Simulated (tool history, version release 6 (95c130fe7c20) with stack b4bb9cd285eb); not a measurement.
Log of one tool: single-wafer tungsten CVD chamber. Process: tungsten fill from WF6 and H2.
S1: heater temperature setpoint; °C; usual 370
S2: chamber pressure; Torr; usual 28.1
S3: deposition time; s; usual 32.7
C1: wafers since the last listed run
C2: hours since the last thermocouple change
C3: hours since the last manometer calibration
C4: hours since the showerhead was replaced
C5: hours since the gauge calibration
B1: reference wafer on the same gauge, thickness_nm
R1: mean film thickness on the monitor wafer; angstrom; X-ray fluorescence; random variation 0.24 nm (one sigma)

run	hour	S1	S2	S3	C1	C2	C3	C4	C5	B1	R1
1	0.0	370	26.5	32.7	0	2220.0	2031.1	4681.0	179.9	52.961	423.54
2	35.5	370	26.5	32.7	594	2255.5	2066.6	4716.5	215.4	52.990	425.01
3	56.1	367	28.1	32.7	345	2276.1	2087.2	4737.1	236.0	52.967	408.55
4	74.7	367	28.1	32.7	311	2294.7	2105.8	4755.7	254.6	53.074	409.38
5	103.2	370	28.1	32.7	477	2323.2	2134.3	4784.2	283.1	53.049	437.15
# hour 131.6: showerhead replaced, of another model than before
6	137.4	370	28.1	32.7	438	2357.4	2168.5	5.8	317.3	53.046	438.11
7	159.9	370	28.1	32.7	376	2379.9	2191.0	28.3	339.8	53.117	433.87
8	193.6	370	32.3	32.7	564	2413.6	2224.7	62.0	373.5	53.001	466.33
# hour 214.9: capacitance manometer re-zeroed and calibrated
9	221.9	370	30.3	32.7	340	2441.9	7.0	90.3	401.8	52.960	446.21
# hour 236.3: gauge calibrated
# hour 247.7: thermocouple changed; heater temperature recalibrated
10	248.2	357	24.0	37.3	306	0.5	33.3	116.6	11.9	53.034	398.89
11	325.3	370	28.1	32.7	1291	77.6	110.4	193.7	89.0	53.084	508.35
12	352.5	364	23.7	35.1	455	104.8	137.6	220.9	116.2	52.843	437.68
13	367.8	370	24.2	36.6	256	120.1	152.9	236.2	131.5	52.983	531.65
14	391.9	380	28.1	31.0	403	144.2	177.0	260.3	155.6	53.076	594.85
15	411.3	370	28.1	32.7	324	163.6	196.4	279.7	175.0	53.000	499.18

4 ways to go on from here, each from the tool as it stands after run 15. What would each give?
A	411.7	370	28.1	32.7	6	164.0	196.8	280.1	175.4	?	?
B	411.7	380	28.1	38.6	6	164.0	196.8	280.1	175.4	?	?
C	411.7	358	28.1	32.7	6	164.0	196.8	280.1	175.4	?	?
D	411.7	359	31.3	32.7	6	164.0	196.8	280.1	175.4	?	?

run	B1	R1
A	52.888	501.47
B	52.888	740.47
C	52.888	378.28
D	52.888	405.59
Without the tool's hidden state the same runs would have given:
run	R1
A	493.34
B	729.01
C	371.81
D	398.68
